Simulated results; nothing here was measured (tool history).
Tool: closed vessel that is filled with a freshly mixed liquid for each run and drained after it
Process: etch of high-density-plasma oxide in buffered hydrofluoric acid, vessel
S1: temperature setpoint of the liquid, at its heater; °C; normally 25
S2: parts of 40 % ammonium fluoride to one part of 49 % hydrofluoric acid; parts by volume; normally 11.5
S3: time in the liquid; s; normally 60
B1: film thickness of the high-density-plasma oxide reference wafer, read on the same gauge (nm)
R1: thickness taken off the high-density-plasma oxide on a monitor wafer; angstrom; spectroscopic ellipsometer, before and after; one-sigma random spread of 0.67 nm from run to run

{"run": 1, "day": 0.0, "S1": 25, "S2": 9.5, "S3": 60, "B1": 90, "R1": 705.2}
{"run": 2, "day": 0.558, "S1": 25, "S2": 9.5, "S3": 60, "B1": 89.99, "R1": 696.9}
{"day": 1.338, "done": "gauge calibrated"}
{"run": 3, "day": 1.696, "S1": 25, "S2": 11.5, "S3": 60, "B1": 90, "R1": 588.2}
{"run": 4, "day": 2.671, "S1": 25, "S2": 11.5, "S3": 60, "B1": 90.01, "R1": 587.2}
{"run": 5, "day": 3.808, "S1": 25, "S2": 11.5, "S3": 60, "B1": 90.03, "R1": 586.5}
{"run": 6, "day": 5.296, "S1": 25, "S2": 11.5, "S3": 60, "B1": 90, "R1": 589.3}
{"day": 5.671, "done": "hydrofluoric acid flow meter replaced"}
{"run": 7, "day": 6.562, "S1": 25, "S2": 11.5, "S3": 30, "B1": 89.95, "R1": 287.7}
{"run": 8, "day": 7.525, "S1": 28, "S2": 14, "S3": 60, "B1": 90.01, "R1": 556.8}
{"day": 7.846, "done": "thermometer replaced"}
{"day": 8.221, "done": "gauge calibrated"}
{"run": 9, "day": 8.45, "S1": 28, "S2": 9, "S3": 30, "B1": 90.03, "R1": 475.1}
{"run": 10, "day": 9.05, "S1": 25, "S2": 11.5, "S3": 95, "B1": 89.96, "R1": 1058.4}
{"run": 11, "day": 10.1, "S1": 25, "S2": 11.5, "S3": 60, "B1": 90.02, "R1": 658.7}
{"run": 12, "day": 10.683, "S1": 26.5, "S2": 11.5, "S3": 90, "B1": 89.99, "R1": 1060.2}
{"run": 13, "day": 11.921, "S1": 25, "S2": 11.5, "S3": 85, "B1": 90.02, "R1": 915.2}
{"run": 14, "day": 12.742, "S1": 25, "S2": 11.5, "S3": 70, "B1": 89.97, "R1": 756.5}

Some steps in R1, run to run, broken into two amounts with sign: the step expected even without the hidden condition (settings, incoming material, random variation), and the rest, left for the hidden condition together with whatever gauge scatter is not in both the measured and the hidden-condition-free result:
Unlogged tool condition in this case: liquid colder than its thermometer reads (K); hydrofluoric acid flow above the setpoint (%); gauge reads high (%).
Run 8 -> 9: S2 14 -> 9, S3 60 -> 30, thermometer replaced, gauge calibrated. R1 -81.7 angstrom: hidden state +92.1, all else -173.8.
Run 9 -> 10: S1 28 -> 25, S2 9 -> 11.5, S3 30 -> 95. R1 +583.3 angstrom: hidden state -12.6, all else +595.9.

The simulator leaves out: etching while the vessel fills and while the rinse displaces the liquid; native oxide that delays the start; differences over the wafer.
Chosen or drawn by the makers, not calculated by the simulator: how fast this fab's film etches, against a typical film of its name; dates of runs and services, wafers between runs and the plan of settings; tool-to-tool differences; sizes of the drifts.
